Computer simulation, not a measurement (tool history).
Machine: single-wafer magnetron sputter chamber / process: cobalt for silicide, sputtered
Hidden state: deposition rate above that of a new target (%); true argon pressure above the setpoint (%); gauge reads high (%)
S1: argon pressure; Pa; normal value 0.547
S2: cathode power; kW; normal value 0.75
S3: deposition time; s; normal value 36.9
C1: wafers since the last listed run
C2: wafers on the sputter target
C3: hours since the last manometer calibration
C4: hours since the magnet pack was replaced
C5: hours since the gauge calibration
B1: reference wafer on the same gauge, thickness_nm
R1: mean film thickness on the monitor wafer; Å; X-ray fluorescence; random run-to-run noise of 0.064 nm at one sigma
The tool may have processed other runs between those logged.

Run 1, hour 0: usual settings but S3 39.2 s; C1 0; C2 4982; C3 817.7; C4 10863.8; C5 259.1; B1 12.8. Result: R1 147.84 Å.
At hour 19.6: sputter target and shields replaced.
Run 2, hour 34: usual settings but S3 39.2 s; C1 756; C2 418; C3 851.7; C4 10897.8; C5 293.1; B1 12.796. Result: R1 150.82 Å.
Run 3, hour 49.5: usual settings but S3 39.2 s; C1 451; C2 869; C3 867.2; C4 10913.3; C5 308.6; B1 12.805. Result: R1 151.35 Å.
Run 4, hour 62.9: usual settings but S1 0.657 Pa; C1 389; C2 1259; C3 880.6; C4 10926.7; C5 322; B1 12.79. Result: R1 139.97 Å.
Run 5, hour 90.8: usual settings but S1 0.657 Pa; C1 811; C2 2071; C3 908.5; C4 10954.6; C5 349.9; B1 12.797. Result: R1 138.73 Å.
Run 6, hour 113: usual settings but S1 0.657 Pa; C1 646; C2 2717; C3 930.7; C4 10976.8; C5 372.1; B1 12.803. Result: R1 137.95 Å.
At hour 137.6: gauge calibrated.
Run 7, hour 139.6: usual settings; C1 774; C2 3491; C3 957.3; C4 11003.4; C5 2; B1 12.8. Result: R1 141.56 Å.
Run 8, hour 170.1: usual settings but S2 0.6 kW; C1 887; C2 4379; C3 987.8; C4 11033.9; C5 32.5; B1 12.809. Result: R1 113.2 Å.
At hour 198.5: sputter target and shields replaced.
Run 9, hour 199: usual settings; C1 608; C2 15; C3 1016.7; C4 11062.8; C5 61.4; B1 12.805. Result: R1 142.75 Å.
Run 10, hour 217.1: usual settings; C1 526; C2 541; C3 1034.8; C4 11080.9; C5 79.5; B1 12.788. Result: R1 141.82 Å.
Run 11, hour 243.3: usual settings but S1 0.408 Pa; C1 762; C2 1304; C3 1061; C4 11107.1; C5 105.7; B1 12.799. Result: R1 145.84 Å.
At hour 275.9: magnet pack replaced.
At hour 277.7: capacitance manometer re-zeroed and calibrated.
Run 12, hour 278.2: usual settings; C1 729; C2 2034; C3 0.5; C4 2.3; C5 140.6; B1 12.81. Result: R1 141.24 Å.
Run 13, hour 288.1: usual settings but S1 0.458 Pa, S2 0.6 kW; C1 288; C2 2322; C3 10.4; C4 12.2; C5 150.5; B1 12.796. Result: R1 115.63 Å.
Run 14, hour 300.6: usual settings but S1 0.446 Pa, S2 0.7 kW; C1 363; C2 2685; C3 22.9; C4 24.7; C5 163; B1 12.795. Result: R1 135.33 Å.
Run 15, hour 335.7: usual settings; C1 1021; C2 3707; C3 58; C4 59.8; C5 198.1; B1 12.798. Result: R1 140.71 Å.
Run 16, hour 347.8: usual settings but S2 0.85 kW, S3 29.7 s; C1 352; C2 4059; C3 70.1; C4 71.9; C5 210.2; B1 12.808. Result: R1 127.66 Å.
Run 17, hour 362.2: usual settings but S1 0.484 Pa, S3 33.2 s; C1 419; C2 4478; C3 84.5; C4 86.3; C5 224.6; B1 12.796. Result: R1 127.01 Å.
Run 18, hour 386.5: usual settings but S1 0.408 Pa; C1 707; C2 5185; C3 108.8; C4 110.6; C5 248.9; B1 12.804. Result: R1 142.17 Å.
At hour 399.8: sputter target and shields replaced.
Run 19, hour 403: usual settings but S1 0.342 Pa, S2 0.65 kW, S3 42.8 s; C1 247; C2 92; C3 125.3; C4 127.1; C5 265.4; B1 12.81. Result: R1 149.95 Å.

Alternative continuations, all from the tool just after run 19; predict every row:
Run A, hour 403.4: usual settings; C1 11; C2 104; C3 125.7; C4 127.5; C5 265.8; B1 ?. Result: R1 ?.
Run B, hour 403.4: usual settings but S1 0.765 Pa, S2 0.6 kW; C1 11; C2 104; C3 125.7; C4 127.5; C5 265.8; B1 ?. Result: R1 ?.
Run C, hour 403.4: usual settings but S1 0.712 Pa, S2 0.9 kW; C1 11; C2 104; C3 125.7; C4 127.5; C5 265.8; B1 ?. Result: R1 ?.
Run D, hour 403.4: usual settings but S2 0.8 kW, S3 39.6 s; C1 11; C2 104; C3 125.7; C4 127.5; C5 265.8; B1 ?. Result: R1 ?.
Run E, hour 403.4: usual settings but S1 0.721 Pa, S2 0.9 kW; C1 11; C2 104; C3 125.7; C4 127.5; C5 265.8; B1 ?. Result: R1 ?.

run    B1      R1
  A  12.8  142.13
  B  12.8   108.5
  C  12.8   164.6
  D  12.8   162.7
  E  12.8  164.28
With the hidden condition removed and each run's random variation left untouched, the same runs would have given:
run      R1
  A  142.31
  B  108.63
  C   164.8
  D   162.9
  E  164.49
